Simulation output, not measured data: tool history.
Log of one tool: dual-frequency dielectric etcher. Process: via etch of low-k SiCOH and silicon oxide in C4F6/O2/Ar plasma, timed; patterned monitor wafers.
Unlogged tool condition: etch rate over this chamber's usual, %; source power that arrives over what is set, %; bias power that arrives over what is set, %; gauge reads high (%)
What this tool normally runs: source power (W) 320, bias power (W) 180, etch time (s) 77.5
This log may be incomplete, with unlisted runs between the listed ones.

run,hour,source power (W),bias power (W),etch time (s),wafers since the last listed run,hours since the last wet clean,hours since the last source power generator calibration,hours since the last bias power generator calibration,hours since the last upper electrode change,hours since the gauge calibration,"read-back reference wafer on the same gauge, depth_nm",mean etch depth across the wafer (angstrom)
1,0.0,320,167,77.5,0,30.8,4616.2,4037.8,5074.9,2.0,237.1,2139
2,18.8,320,180,77.5,300,49.6,4635.0,4056.6,5093.7,20.8,237.0,2229
3,38.0,320,180,77.5,307,68.8,4654.2,4075.8,5112.9,40.0,236.9,2235
4,54.5,320,180,77.5,264,85.3,4670.7,4092.3,5129.4,56.5,236.9,2232
5,90.5,320,180,82.5,576,121.3,4706.7,4128.3,5165.4,92.5,237.0,2380
6,107.9,320,180,77.5,278,138.7,4724.1,4145.7,5182.8,109.9,237.1,2227
7,125.2,320,180,77.5,276,156.0,4741.4,4163.0,5200.1,127.2,237.0,2235
8,142.7,320,180,77.5,280,173.5,4758.9,4180.5,5217.6,144.7,236.9,2235
9,163.8,390,204,92.5,337,194.6,4780.0,4201.6,5238.7,165.8,237.0,3097
10,182.6,320,158,88.0,300,213.4,4798.8,4220.4,5257.5,184.6,237.1,2375
# hour 187.9: bias power generator calibrated
# hour 211.1: upper electrode replaced
# hour 218.7: wet clean of the chamber, repeated, since the last time left the tool worse
11,219.2,370,180,64.5,28,0.5,4835.4,31.3,8.1,221.2,237.0,1864
12,284.4,320,180,77.5,1043,65.7,4900.6,96.5,73.3,286.4,236.9,2111
13,319.8,270,205,70.0,566,101.1,4936.0,131.9,108.7,321.8,237.0,1906
14,334.9,260,155,61.5,241,116.2,4951.1,147.0,123.8,336.9,236.9,1428
15,348.1,320,180,77.5,211,129.4,4964.3,160.2,137.0,350.1,237.0,2123
16,367.4,320,180,77.5,308,148.7,4983.6,179.5,156.3,369.4,237.0,2120
# hour 379.5: source power generator calibrated
17,380.5,320,180,77.5,145,161.8,1.0,192.6,169.4,382.5,237.1,2123
18,403.5,320,180,77.5,368,184.8,24.0,215.6,192.4,405.5,237.1,2124
19,437.2,270,145,58.0,539,218.5,57.7,249.3,226.1,439.2,237.0,1323

Estimate the outcome of run 20 from the log above:
20,449.3,320,204,66.0,193,230.6,69.8,261.4,238.2,451.3,?,?

{"run 20": {"read-back reference wafer on the same gauge, depth_nm": 237.1, "mean etch depth across the wafer (angstrom)": 1932}}
Minus the tool's unlogged condition, the same run would have read mean etch depth across the wafer (angstrom) 1904.
